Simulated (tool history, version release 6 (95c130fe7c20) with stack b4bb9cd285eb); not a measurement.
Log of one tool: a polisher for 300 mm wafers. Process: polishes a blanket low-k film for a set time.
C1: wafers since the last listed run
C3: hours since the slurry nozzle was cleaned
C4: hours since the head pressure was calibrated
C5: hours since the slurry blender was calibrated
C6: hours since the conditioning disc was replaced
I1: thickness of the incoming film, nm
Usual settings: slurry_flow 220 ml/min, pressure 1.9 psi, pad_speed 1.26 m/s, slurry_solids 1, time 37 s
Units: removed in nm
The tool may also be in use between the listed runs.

run 1 hour=0 | slurry_flow=220 pressure=1.9 pad_speed=1.26 slurry_solids=1 time=37 | C1=0 wafers_polished_on_this_pad=7168 C3=579 C4=571.6 C5=639.3 C6=197.6 | I1=535.6 | removed=21.2
-- hour=32.9 slurry blender recalibrated
run 2 hour=61.7 | slurry_flow=220 pressure=1.9 pad_speed=1.26 slurry_solids=1 time=37 | C1=700 wafers_polished_on_this_pad=7868 C3=640.7 C4=633.3 C5=28.8 C6=259.3 | I1=549.7 | removed=21.1
-- hour=74.7 worn pad replaced by a new one
-- hour=82.3 head pressure recalibrated
run 3 hour=161.7 | slurry_flow=255 pressure=2.3 pad_speed=1.26 slurry_solids=1.1 time=29 | C1=1103 wafers_polished_on_this_pad=997 C3=740.7 C4=79.4 C5=128.8 C6=359.3 | I1=536.2 | removed=21
-- hour=163.7 slurry nozzle cleaned
run 4 hour=217.8 | slurry_flow=220 pressure=1.4 pad_speed=1.26 slurry_solids=1 time=33 | C1=646 wafers_polished_on_this_pad=1643 C3=54.1 C4=135.5 C5=184.9 C6=415.4 | I1=545.4 | removed=13.8
run 5 hour=277.4 | slurry_flow=220 pressure=1.9 pad_speed=1.26 slurry_solids=1 time=37 | C1=699 wafers_polished_on_this_pad=2343 C3=113.7 C4=195.1 C5=244.5 C6=475 | I1=540.9 | removed=20.7
run 6 hour=350.3 | slurry_flow=260 pressure=1.9 pad_speed=1.26 slurry_solids=1 time=32 | C1=855 wafers_polished_on_this_pad=3198 C3=186.6 C4=268 C5=317.4 C6=547.9 | I1=542.5 | removed=18
run 7 hour=423.1 | slurry_flow=220 pressure=2.2 pad_speed=1.56 slurry_solids=1 time=24 | C1=854 wafers_polished_on_this_pad=4053 C3=259.4 C4=340.8 C5=390.2 C6=620.7 | I1=543.4 | removed=18
run 8 hour=486.6 | slurry_flow=190 pressure=1.7 pad_speed=1.38 slurry_solids=1 time=42 | C1=745 wafers_polished_on_this_pad=4798 C3=322.9 C4=404.3 C5=453.7 C6=684.2 | I1=535 | removed=21.6
run 9 hour=541.6 | slurry_flow=220 pressure=1.9 pad_speed=1.02 slurry_solids=1 time=25 | C1=645 wafers_polished_on_this_pad=5443 C3=377.9 C4=459.3 C5=508.7 C6=739.2 | I1=537.5 | removed=11.6
run 10 hour=613 | slurry_flow=200 pressure=1.9 pad_speed=1.26 slurry_solids=0.7 time=33 | C1=837 wafers_polished_on_this_pad=6281 C3=449.3 C4=530.7 C5=580.1 C6=810.6 | I1=533 | removed=14.2
-- hour=659 conditioning disc replaced and pad reconditioned
run 11 hour=685.4 | slurry_flow=280 pressure=1.3 pad_speed=1.26 slurry_solids=1 time=37 | C1=826 wafers_polished_on_this_pad=7108 C3=521.7 C4=603.1 C5=652.5 C6=26.4 | I1=544.2 | removed=14.9
-- hour=747.7 head pressure recalibrated
run 12 hour=775.2 | slurry_flow=220 pressure=2.5 pad_speed=1.26 slurry_solids=1 time=37 | C1=1030 wafers_polished_on_this_pad=8138 C3=611.5 C4=27.5 C5=742.3 C6=116.2 | I1=542.1 | removed=27.8
-- hour=796.9 worn pad replaced by a new one
-- hour=828.5 slurry blender recalibrated
run 13 hour=831.4 | slurry_flow=220 pressure=1.9 pad_speed=1.26 slurry_solids=1 time=37 | C1=589 wafers_polished_on_this_pad=381 C3=667.7 C4=83.7 C5=2.9 C6=172.4 | I1=532.6 | removed=21.1

Forecast run 14:
run 14 hour=886.9 | slurry_flow=200 pressure=1.4 pad_speed=1.5 slurry_solids=1 time=49 | C1=651 wafers_polished_on_this_pad=1032 C3=723.2 C4=139.2 C5=58.4 C6=227.9 | I1=544.5 | removed=?

{"run 14": {"removed": 23.3}}
Without the tool's hidden state the same run would have given removed 23.4 nm.

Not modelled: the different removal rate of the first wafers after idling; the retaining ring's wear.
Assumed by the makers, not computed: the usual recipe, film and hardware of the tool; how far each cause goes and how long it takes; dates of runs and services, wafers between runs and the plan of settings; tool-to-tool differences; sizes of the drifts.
